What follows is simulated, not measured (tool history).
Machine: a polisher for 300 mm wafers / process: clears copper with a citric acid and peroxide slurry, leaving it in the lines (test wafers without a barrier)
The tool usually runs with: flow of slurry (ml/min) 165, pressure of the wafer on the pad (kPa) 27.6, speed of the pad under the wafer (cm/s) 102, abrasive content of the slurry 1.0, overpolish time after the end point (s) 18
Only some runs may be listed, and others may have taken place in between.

run	hour	flow of slurry (ml/min)	pressure of the wafer on the pad (kPa)	speed of the pad under the wafer (cm/s)	abrasive content of the slurry	overpolish time after the end point (s)	wafers since the last listed run	wafers polished on this pad	hours since the slurry nozzle was cleaned	hours since the head pressure was calibrated	hours since the slurry blender was calibrated	incoming thickness of the incoming film, nm	time until the end point was called (s)	dishing of a wide line in a test structure (Å)
1	0.0	165	27.6	102	1.0	18	0	519	330.5	560.0	78.8	325.1	127.0	399
2	13.6	165	27.6	102	1.0	18	95	615	344.1	573.6	92.4	316.3	124.7	390
3	30.1	165	27.6	102	1.0	18	115	731	360.6	590.1	108.9	318.3	126.0	394
4	50.9	165	27.6	102	1.0	18	146	877	381.4	610.9	129.7	320.0	128.6	388
# hour 58.3: worn pad replaced by a new one
# hour 59.3: slurry nozzle cleaned
5	78.6	165	27.6	102	1.0	18	159	135	19.3	638.6	157.4	325.7	130.0	381
6	104.8	165	27.6	102	1.0	18	184	319	45.5	664.8	183.6	323.9	135.2	389
7	122.3	165	27.6	102	1.0	18	122	442	63.0	682.3	201.1	318.2	134.5	383
8	138.4	165	27.6	102	1.0	18	113	555	79.1	698.4	217.2	323.5	135.3	378
9	166.8	165	27.6	102	1.0	18	199	755	107.5	726.8	245.6	318.2	133.2	370
# hour 193.1: worn pad replaced by a new one
10	198.1	165	27.6	102	1.0	18	191	34	138.8	758.1	276.9	319.1	134.1	368
11	224.9	165	27.6	102	1.0	18	188	223	165.6	784.9	303.7	318.3	142.2	366
# hour 243.3: slurry blender recalibrated
12	247.4	165	27.6	102	1.0	18	143	367	188.1	807.4	4.1	319.1	127.6	393
13	272.4	165	27.6	102	1.0	18	175	542	213.1	832.4	29.1	315.1	127.0	391

Forecast run 14:
14	307.4	190	35.9	102	0.8	29	245	788	248.1	867.4	64.1	321.6	?	?

{"run 14": {"time until the end point was called (s)": 101.2, "dishing of a wide line in a test structure (Å)": 692}}
With the hidden condition absent and the run-to-run variation left alone, this run would have shown time until the end point was called (s) 90.5, dishing of a wide line in a test structure (Å) 757.

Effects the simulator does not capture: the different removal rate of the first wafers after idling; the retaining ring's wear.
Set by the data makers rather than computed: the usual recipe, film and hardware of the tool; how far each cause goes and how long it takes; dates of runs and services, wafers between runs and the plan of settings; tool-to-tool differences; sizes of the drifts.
